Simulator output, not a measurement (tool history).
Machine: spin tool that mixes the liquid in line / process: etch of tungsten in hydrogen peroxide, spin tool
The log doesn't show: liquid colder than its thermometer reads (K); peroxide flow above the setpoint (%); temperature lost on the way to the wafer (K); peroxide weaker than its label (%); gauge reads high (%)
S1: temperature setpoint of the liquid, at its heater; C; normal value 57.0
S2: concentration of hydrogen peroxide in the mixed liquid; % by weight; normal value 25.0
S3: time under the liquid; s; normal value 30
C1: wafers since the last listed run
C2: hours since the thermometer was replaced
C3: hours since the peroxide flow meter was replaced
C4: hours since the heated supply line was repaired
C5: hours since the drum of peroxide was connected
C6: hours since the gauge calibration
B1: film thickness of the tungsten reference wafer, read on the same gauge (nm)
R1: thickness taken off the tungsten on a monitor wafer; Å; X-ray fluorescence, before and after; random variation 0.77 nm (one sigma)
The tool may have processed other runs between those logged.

{"run": 1, "day": 0.0, "S1": 57.0, "S2": 25.0, "S3": 30, "C1": 0, "C2": 1168.7, "C3": 1521.5, "C4": 3854.8, "C5": 974.8, "C6": 502.4, "B1": 80.02, "R1": 1247.6}
{"run": 2, "day": 0.312, "S1": 57.0, "S2": 25.0, "S3": 30, "C1": 122, "C2": 1176.2, "C3": 1529.0, "C4": 3862.3, "C5": 982.3, "C6": 509.9, "B1": 80.03, "R1": 1244.7}
{"run": 3, "day": 0.738, "S1": 57.0, "S2": 30.0, "S3": 30, "C1": 166, "C2": 1186.4, "C3": 1539.2, "C4": 3872.5, "C5": 992.5, "C6": 520.1, "B1": 79.99, "R1": 1355.5}
{"run": 4, "day": 1.496, "S1": 57.0, "S2": 30.0, "S3": 30, "C1": 296, "C2": 1204.6, "C3": 1557.4, "C4": 3890.7, "C5": 1010.7, "C6": 538.3, "B1": 80.01, "R1": 1351.7}
{"run": 5, "day": 2.042, "S1": 57.0, "S2": 30.0, "S3": 30, "C1": 213, "C2": 1217.7, "C3": 1570.5, "C4": 3903.8, "C5": 1023.8, "C6": 551.4, "B1": 80.01, "R1": 1351.8}
{"day": 2.533, "done": "gauge calibrated"}
{"run": 6, "day": 2.712, "S1": 57.0, "S2": 28.5, "S3": 30, "C1": 262, "C2": 1233.8, "C3": 1586.6, "C4": 3919.9, "C5": 1039.9, "C6": 4.3, "B1": 80.02, "R1": 1318.0}
{"day": 2.817, "done": "peroxide flow meter replaced"}
{"run": 7, "day": 3.029, "S1": 64.0, "S2": 22.5, "S3": 30, "C1": 107, "C2": 1241.4, "C3": 5.1, "C4": 3927.5, "C5": 1047.5, "C6": 11.9, "B1": 80.01, "R1": 1780.7}
{"day": 3.425, "done": "new drum of peroxide connected"}
{"run": 8, "day": 3.446, "S1": 53.5, "S2": 28.0, "S3": 15, "C1": 146, "C2": 1251.4, "C3": 15.1, "C4": 3937.5, "C5": 0.5, "C6": 21.9, "B1": 80.0, "R1": 529.2}
{"run": 9, "day": 4.088, "S1": 57.0, "S2": 25.0, "S3": 30, "C1": 250, "C2": 1266.8, "C3": 30.5, "C4": 3952.9, "C5": 15.9, "C6": 37.3, "B1": 80.0, "R1": 1240.7}
{"run": 10, "day": 4.346, "S1": 47.5, "S2": 29.0, "S3": 15, "C1": 100, "C2": 1273.0, "C3": 36.7, "C4": 3959.1, "C5": 22.1, "C6": 43.5, "B1": 80.0, "R1": 372.5}
{"run": 11, "day": 4.867, "S1": 49.0, "S2": 20.5, "S3": 30, "C1": 203, "C2": 1285.5, "C3": 49.2, "C4": 3971.6, "C5": 34.6, "C6": 56.0, "B1": 80.01, "R1": 691.0}
{"day": 5.229, "done": "thermometer replaced"}
{"run": 12, "day": 5.558, "S1": 65.5, "S2": 21.0, "S3": 40, "C1": 254, "C2": 7.9, "C3": 65.8, "C4": 3988.2, "C5": 51.2, "C6": 72.6, "B1": 80.01, "R1": 2479.3}
{"run": 13, "day": 5.879, "S1": 51.0, "S2": 30.0, "S3": 35, "C1": 125, "C2": 15.6, "C3": 73.5, "C4": 3995.9, "C5": 58.9, "C6": 80.3, "B1": 79.98, "R1": 1083.9}
{"run": 14, "day": 6.471, "S1": 57.0, "S2": 25.0, "S3": 30, "C1": 231, "C2": 29.8, "C3": 87.7, "C4": 4010.1, "C5": 73.1, "C6": 94.5, "B1": 79.98, "R1": 1232.3}
{"run": 15, "day": 7.158, "S1": 65.5, "S2": 28.0, "S3": 30, "C1": 268, "C2": 46.3, "C3": 104.2, "C4": 4026.6, "C5": 89.6, "C6": 111.0, "B1": 80.01, "R1": 2122.7}

Run 16 comes next. What will it give?
{"day": 7.538, "done": "heated supply line repaired"}
{"run": 16, "day": 7.583, "S1": 57.0, "S2": 25.0, "S3": 30, "C1": 149, "C2": 56.5, "C3": 114.4, "C4": 1.1, "C5": 99.8, "C6": 121.2, "B1": "?", "R1": "?"}

For run 16 the tool returned B1 80.02, R1 1463.1 Å.
With no hidden state in the tool, this same run would have given R1 1477.8 Å.

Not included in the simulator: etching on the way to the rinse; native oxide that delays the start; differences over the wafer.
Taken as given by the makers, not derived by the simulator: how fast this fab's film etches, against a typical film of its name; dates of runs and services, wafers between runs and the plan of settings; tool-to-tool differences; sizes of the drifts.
